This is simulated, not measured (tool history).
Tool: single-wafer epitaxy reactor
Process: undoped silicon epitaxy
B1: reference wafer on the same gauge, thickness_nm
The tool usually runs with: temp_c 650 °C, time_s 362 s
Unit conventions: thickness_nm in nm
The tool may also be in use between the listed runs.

Run 1, hour 0: usual settings; B1 66.788. Result: thickness_nm 59.727 nm.
Run 2, hour 95.3: usual settings; B1 66.861. Result: thickness_nm 59.401 nm.
Run 3, hour 170.2: usual settings; B1 66.838. Result: thickness_nm 59.399 nm.
Run 4, hour 218: usual settings; B1 66.857. Result: thickness_nm 59.451 nm.
Run 5, hour 307.5: usual settings but temp_c 645 °C, time_s 336 s; B1 66.848. Result: thickness_nm 48.726 nm.
Run 6, hour 373.3: usual settings but temp_c 645 °C, time_s 336 s; B1 66.815. Result: thickness_nm 48.473 nm.
Run 7, hour 442.7: usual settings but temp_c 645 °C, time_s 336 s; B1 66.724. Result: thickness_nm 48.723 nm.
Run 8, hour 524.5: usual settings but temp_c 641 °C, time_s 306 s; B1 66.759. Result: thickness_nm 39.98 nm.
Run 9, hour 588.2: usual settings but temp_c 641 °C, time_s 306 s; B1 66.768. Result: thickness_nm 39.846 nm.
At hour 634: gauge calibrated.
Run 10, hour 677.4: usual settings but temp_c 643 °C, time_s 399 s; B1 66.779. Result: thickness_nm 54.462 nm.
Run 11, hour 729.5: usual settings; B1 66.816. Result: thickness_nm 59.137 nm.
Run 12, hour 796: usual settings but temp_c 660 °C, time_s 336 s; B1 66.763. Result: thickness_nm 69.976 nm.
Run 13, hour 888.6: usual settings but temp_c 658 °C, time_s 290 s; B1 66.808. Result: thickness_nm 57.557 nm.
Run 14, hour 934.7: usual settings; B1 66.762. Result: thickness_nm 58.906 nm.

Estimate the outcome of run 15 from the log above:
Run 15, hour 1026.4: usual settings but temp_c 658 °C, time_s 416 s; B1 ?. Result: thickness_nm ?.

Run 15 measured B1 66.806, thickness_nm 82.111 nm.
With the hidden condition absent and the run-to-run variation left alone, this run would have shown thickness_nm 84.921 nm.

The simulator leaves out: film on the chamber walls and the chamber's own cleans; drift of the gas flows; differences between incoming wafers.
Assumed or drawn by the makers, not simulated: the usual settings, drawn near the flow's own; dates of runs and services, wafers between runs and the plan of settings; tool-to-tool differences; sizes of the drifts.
